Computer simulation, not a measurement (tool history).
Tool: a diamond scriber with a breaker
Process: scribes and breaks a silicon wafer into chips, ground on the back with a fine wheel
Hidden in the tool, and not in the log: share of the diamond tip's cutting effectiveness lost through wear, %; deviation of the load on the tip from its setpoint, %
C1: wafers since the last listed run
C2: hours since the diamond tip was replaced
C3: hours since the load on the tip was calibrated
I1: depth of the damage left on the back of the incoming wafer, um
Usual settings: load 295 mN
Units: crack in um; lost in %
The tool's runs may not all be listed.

{"run": 1, "hour": 0.0, "load": 295, "C1": 0, "C2": 589.7, "C3": 834.7, "I1": 2.16, "crack": 9.45, "lost": 5.21}
{"run": 2, "hour": 28.5, "load": 295, "C1": 53, "C2": 618.2, "C3": 863.2, "I1": 1.95, "crack": 9.3, "lost": 4.25}
{"run": 3, "hour": 61.2, "load": 295, "C1": 61, "C2": 650.9, "C3": 895.9, "I1": 2.48, "crack": 9.42, "lost": 5.15}
{"run": 4, "hour": 97.9, "load": 295, "C1": 68, "C2": 687.6, "C3": 932.6, "I1": 2.19, "crack": 9.34, "lost": 4.87}
{"run": 5, "hour": 117.6, "load": 295, "C1": 36, "C2": 707.3, "C3": 952.3, "I1": 2.34, "crack": 9.49, "lost": 5.7}
{"run": 6, "hour": 140.5, "load": 295, "C1": 42, "C2": 730.2, "C3": 975.2, "I1": 2.09, "crack": 9.34, "lost": 5.13}
{"run": 7, "hour": 213.4, "load": 232, "C1": 136, "C2": 803.1, "C3": 1048.1, "I1": 1.53, "crack": 8.31, "lost": 10.21}
{"run": 8, "hour": 246.9, "load": 232, "C1": 62, "C2": 836.6, "C3": 1081.6, "I1": 1.82, "crack": 8.41, "lost": 8.81}
{"run": 9, "hour": 277.2, "load": 232, "C1": 56, "C2": 866.9, "C3": 1111.9, "I1": 1.55, "crack": 8.51, "lost": 9.13}
{"hour": 307.5, "done": "load on the tip recalibrated"}
{"run": 10, "hour": 311.6, "load": 263, "C1": 60, "C2": 901.3, "C3": 4.1, "I1": 2.75, "crack": 8.71, "lost": 8.41}
{"hour": 333.7, "done": "diamond tip replaced by a new one"}
{"run": 11, "hour": 346.1, "load": 263, "C1": 60, "C2": 12.4, "C3": 38.6, "I1": 1.9, "crack": 10.68, "lost": 1.6}
{"run": 12, "hour": 362.9, "load": 239, "C1": 31, "C2": 29.2, "C3": 55.4, "I1": 1.54, "crack": 10.3, "lost": 2.19}
{"run": 13, "hour": 396.3, "load": 341, "C1": 62, "C2": 62.6, "C3": 88.8, "I1": 1.64, "crack": 11.69, "lost": 1.19}
{"run": 14, "hour": 447.9, "load": 295, "C1": 96, "C2": 114.2, "C3": 140.4, "I1": 1.65, "crack": 11.07, "lost": 1.24}
{"run": 15, "hour": 472.5, "load": 207, "C1": 45, "C2": 138.8, "C3": 165, "I1": 2.88, "crack": 9.12, "lost": 7.96}
{"run": 16, "hour": 490.8, "load": 243, "C1": 34, "C2": 157.1, "C3": 183.3, "I1": 1.63, "crack": 9.81, "lost": 3.26}
{"run": 17, "hour": 507.5, "load": 295, "C1": 31, "C2": 173.8, "C3": 200, "I1": 1.73, "crack": 10.34, "lost": 1.74}

Run 18 comes next. What will it give?
{"run": 18, "hour": 520.1, "load": 373, "C1": 23, "C2": 186.4, "C3": 212.6, "I1": 2.07, "crack": "?", "lost": "?"}

crack: 11.65 um
lost: 1.24 %
Without the tool's hidden state the same run would have given crack 12.69 um, lost 2.09 %.
